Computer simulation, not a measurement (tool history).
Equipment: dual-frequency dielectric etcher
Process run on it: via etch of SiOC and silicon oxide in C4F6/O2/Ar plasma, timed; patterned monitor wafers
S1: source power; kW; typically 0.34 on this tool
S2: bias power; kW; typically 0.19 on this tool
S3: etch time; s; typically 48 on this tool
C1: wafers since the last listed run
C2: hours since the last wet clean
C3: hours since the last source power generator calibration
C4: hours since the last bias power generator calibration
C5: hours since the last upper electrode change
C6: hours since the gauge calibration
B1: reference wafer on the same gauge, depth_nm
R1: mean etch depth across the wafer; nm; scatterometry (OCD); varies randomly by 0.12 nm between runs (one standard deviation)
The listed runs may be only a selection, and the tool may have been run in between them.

run,hour,S1,S2,S3,C1,C2,C3,C4,C5,C6,B1,R1
1,0,0.34,0.19,48,0,236.9,2755.1,3999,3672.3,159.1,53.3,47.5
# hour 4.3: gauge calibrated
2,15.5,0.34,0.19,38,216,252.4,2770.6,4014.5,3687.8,11.2,53.3,37.6
3,27.8,0.34,0.19,48,171,264.7,2782.9,4026.8,3700.1,23.5,53.3,47.2
4,34,0.34,0.19,48,86,270.9,2789.1,4033,3706.3,29.7,53.3,47.2
5,40.7,0.34,0.19,48,93,277.6,2795.8,4039.7,3713,36.4,53.3,47
6,56.1,0.28,0.19,48,215,293,2811.2,4055.1,3728.4,51.8,53.3,43.7
# hour 71.2: bias power generator calibrated
7,71.7,0.34,0.19,48,162,308.6,2826.8,0.5,3744,67.4,53.3,46.8
# hour 100.3: upper electrode replaced
8,100.8,0.34,0.145,48,71,337.7,2855.9,29.6,0.5,96.5,53.3,43.8
9,101.1,0.34,0.19,48,4,338,2856.2,29.9,0.8,96.8,53.3,46.6
10,102.1,0.34,0.19,58,13,339,2857.2,30.9,1.8,97.8,53.3,56.3
# hour 118.7: source power generator calibrated
# hour 127.1: wet clean of the chamber
11,127.6,0.34,0.19,48,183,0.5,8.9,56.4,27.3,123.3,53.3,49.1
12,135.6,0.27,0.165,59.5,111,8.5,16.9,64.4,35.3,131.3,53.3,54
# hour 136.1: gauge calibrated
13,152.2,0.34,0.211,48,231,25.1,33.5,81,51.9,16.1,53.3,50.1
14,163.8,0.34,0.165,40,162,36.7,45.1,92.6,63.5,27.7,53.3,39.5
15,175,0.34,0.19,36,156,47.9,56.3,103.8,74.7,38.9,53.3,36.5

3 ways to go on from here, each from the tool as it stands after run 15. What would each give?
A,175.4,0.34,0.19,48,5,48.3,56.7,104.2,75.1,39.3,?,?
B,175.4,0.29,0.15,37,5,48.3,56.7,104.2,75.1,39.3,?,?
C,175.4,0.34,0.142,34,5,48.3,56.7,104.2,75.1,39.3,?,?

run,B1,R1
A,53.3,48.9
B,53.3,33.7
C,53.3,32.5
Without the tool's hidden state the same runs would have given:
run,R1
A,49.5
B,34
C,32.8
